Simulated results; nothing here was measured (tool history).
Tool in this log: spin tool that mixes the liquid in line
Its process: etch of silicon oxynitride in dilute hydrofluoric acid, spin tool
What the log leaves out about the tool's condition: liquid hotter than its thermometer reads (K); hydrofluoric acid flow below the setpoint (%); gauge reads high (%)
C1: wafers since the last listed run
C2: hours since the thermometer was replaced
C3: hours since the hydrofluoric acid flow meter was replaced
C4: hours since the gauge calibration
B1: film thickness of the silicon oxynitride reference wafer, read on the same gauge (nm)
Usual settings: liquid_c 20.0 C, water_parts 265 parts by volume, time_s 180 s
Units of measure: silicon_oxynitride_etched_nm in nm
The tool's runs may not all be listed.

{"run": 1, "hour": 0.0, "liquid_c": 20.0, "water_parts": 265, "time_s": 180, "C1": 0, "C2": 632.9, "C3": 1368.5, "C4": 301.3, "B1": 130.008, "silicon_oxynitride_etched_nm": 0.841}
{"run": 2, "hour": 36.9, "liquid_c": 20.0, "water_parts": 265, "time_s": 180, "C1": 356, "C2": 669.8, "C3": 1405.4, "C4": 338.2, "B1": 129.944, "silicon_oxynitride_etched_nm": 0.875}
{"run": 3, "hour": 90.5, "liquid_c": 20.0, "water_parts": 265, "time_s": 180, "C1": 517, "C2": 723.4, "C3": 1459.0, "C4": 391.8, "B1": 130.03, "silicon_oxynitride_etched_nm": 0.818}
{"run": 4, "hour": 187.5, "liquid_c": 20.0, "water_parts": 265, "time_s": 180, "C1": 935, "C2": 820.4, "C3": 1556.0, "C4": 488.8, "B1": 130.001, "silicon_oxynitride_etched_nm": 0.862}
{"run": 5, "hour": 242.6, "liquid_c": 20.0, "water_parts": 265, "time_s": 180, "C1": 531, "C2": 875.5, "C3": 1611.1, "C4": 543.9, "B1": 130.023, "silicon_oxynitride_etched_nm": 0.849}
{"run": 6, "hour": 340.9, "liquid_c": 20.0, "water_parts": 325, "time_s": 180, "C1": 948, "C2": 973.8, "C3": 1709.4, "C4": 642.2, "B1": 130.02, "silicon_oxynitride_etched_nm": 0.651}
{"run": 7, "hour": 422.7, "liquid_c": 20.0, "water_parts": 325, "time_s": 180, "C1": 789, "C2": 1055.6, "C3": 1791.2, "C4": 724.0, "B1": 129.958, "silicon_oxynitride_etched_nm": 0.64}
{"run": 8, "hour": 472.4, "liquid_c": 20.0, "water_parts": 325, "time_s": 180, "C1": 479, "C2": 1105.3, "C3": 1840.9, "C4": 773.7, "B1": 129.97, "silicon_oxynitride_etched_nm": 0.665}
{"run": 9, "hour": 572.1, "liquid_c": 20.0, "water_parts": 265, "time_s": 180, "C1": 962, "C2": 1205.0, "C3": 1940.6, "C4": 873.4, "B1": 129.99, "silicon_oxynitride_etched_nm": 0.873}
{"run": 10, "hour": 674.6, "liquid_c": 20.0, "water_parts": 265, "time_s": 180, "C1": 989, "C2": 1307.5, "C3": 2043.1, "C4": 975.9, "B1": 130.02, "silicon_oxynitride_etched_nm": 0.858}
{"run": 11, "hour": 760.5, "liquid_c": 20.0, "water_parts": 265, "time_s": 180, "C1": 828, "C2": 1393.4, "C3": 2129.0, "C4": 1061.8, "B1": 129.962, "silicon_oxynitride_etched_nm": 0.885}
{"run": 12, "hour": 818.9, "liquid_c": 20.0, "water_parts": 265, "time_s": 180, "C1": 563, "C2": 1451.8, "C3": 2187.4, "C4": 1120.2, "B1": 130.025, "silicon_oxynitride_etched_nm": 0.874}
{"hour": 866.7, "done": "hydrofluoric acid flow meter replaced"}
{"run": 13, "hour": 867.7, "liquid_c": 20.0, "water_parts": 265, "time_s": 180, "C1": 461, "C2": 1500.6, "C3": 1.0, "C4": 1169.0, "B1": 130.006, "silicon_oxynitride_etched_nm": 0.907}
{"hour": 895.1, "done": "thermometer replaced"}
{"run": 14, "hour": 935.1, "liquid_c": 18.0, "water_parts": 265, "time_s": 180, "C1": 640, "C2": 40.0, "C3": 68.4, "C4": 1236.4, "B1": 130.023, "silicon_oxynitride_etched_nm": 0.753}
{"run": 15, "hour": 1002.4, "liquid_c": 20.0, "water_parts": 265, "time_s": 180, "C1": 649, "C2": 107.3, "C3": 135.7, "C4": 1303.7, "B1": 129.966, "silicon_oxynitride_etched_nm": 0.762}
{"run": 16, "hour": 1039.1, "liquid_c": 20.0, "water_parts": 215, "time_s": 180, "C1": 354, "C2": 144.0, "C3": 172.4, "C4": 1340.4, "B1": 129.973, "silicon_oxynitride_etched_nm": 0.974}
{"run": 17, "hour": 1109.6, "liquid_c": 24.5, "water_parts": 265, "time_s": 110, "C1": 680, "C2": 214.5, "C3": 242.9, "C4": 1410.9, "B1": 130.033, "silicon_oxynitride_etched_nm": 0.6}
{"run": 18, "hour": 1181.9, "liquid_c": 17.0, "water_parts": 155, "time_s": 180, "C1": 697, "C2": 286.8, "C3": 315.2, "C4": 1483.2, "B1": 129.989, "silicon_oxynitride_etched_nm": 1.239}
{"run": 19, "hour": 1243.9, "liquid_c": 24.0, "water_parts": 265, "time_s": 180, "C1": 598, "C2": 348.8, "C3": 377.2, "C4": 1545.2, "B1": 129.992, "silicon_oxynitride_etched_nm": 0.934}
{"run": 20, "hour": 1298.9, "liquid_c": 18.0, "water_parts": 200, "time_s": 180, "C1": 530, "C2": 403.8, "C3": 432.2, "C4": 1600.2, "B1": 130.043, "silicon_oxynitride_etched_nm": 1.0}
{"run": 21, "hour": 1353.8, "liquid_c": 18.5, "water_parts": 265, "time_s": 180, "C1": 529, "C2": 458.7, "C3": 487.1, "C4": 1655.1, "B1": 130.037, "silicon_oxynitride_etched_nm": 0.722}
{"hour": 1390.8, "done": "gauge calibrated"}
{"run": 22, "hour": 1452.9, "liquid_c": 20.0, "water_parts": 265, "time_s": 180, "C1": 956, "C2": 557.8, "C3": 586.2, "C4": 62.1, "B1": 129.987, "silicon_oxynitride_etched_nm": 0.802}
{"run": 23, "hour": 1560.0, "liquid_c": 20.0, "water_parts": 265, "time_s": 180, "C1": 1033, "C2": 664.9, "C3": 693.3, "C4": 169.2, "B1": 129.96, "silicon_oxynitride_etched_nm": 0.817}
{"run": 24, "hour": 1667.1, "liquid_c": 17.0, "water_parts": 220, "time_s": 210, "C1": 1033, "C2": 772.0, "C3": 800.4, "C4": 276.3, "B1": 129.965, "silicon_oxynitride_etched_nm": 1.041}
{"run": 25, "hour": 1743.3, "liquid_c": 20.0, "water_parts": 265, "time_s": 180, "C1": 735, "C2": 848.2, "C3": 876.6, "C4": 352.5, "B1": 129.996, "silicon_oxynitride_etched_nm": 0.812}
{"run": 26, "hour": 1831.4, "liquid_c": 22.5, "water_parts": 180, "time_s": 105, "C1": 850, "C2": 936.3, "C3": 964.7, "C4": 440.6, "B1": 130.01, "silicon_oxynitride_etched_nm": 0.851}

Run 27 has not been measured yet. What should we expect?
{"run": 27, "hour": 1876.0, "liquid_c": 20.0, "water_parts": 265, "time_s": 180, "C1": 430, "C2": 980.9, "C3": 1009.3, "C4": 485.2, "B1": "?", "silicon_oxynitride_etched_nm": "?"}

B1: 130.013
silicon_oxynitride_etched_nm: 0.806 nm
With no hidden state in the tool, this same run would have given silicon_oxynitride_etched_nm 0.753 nm.

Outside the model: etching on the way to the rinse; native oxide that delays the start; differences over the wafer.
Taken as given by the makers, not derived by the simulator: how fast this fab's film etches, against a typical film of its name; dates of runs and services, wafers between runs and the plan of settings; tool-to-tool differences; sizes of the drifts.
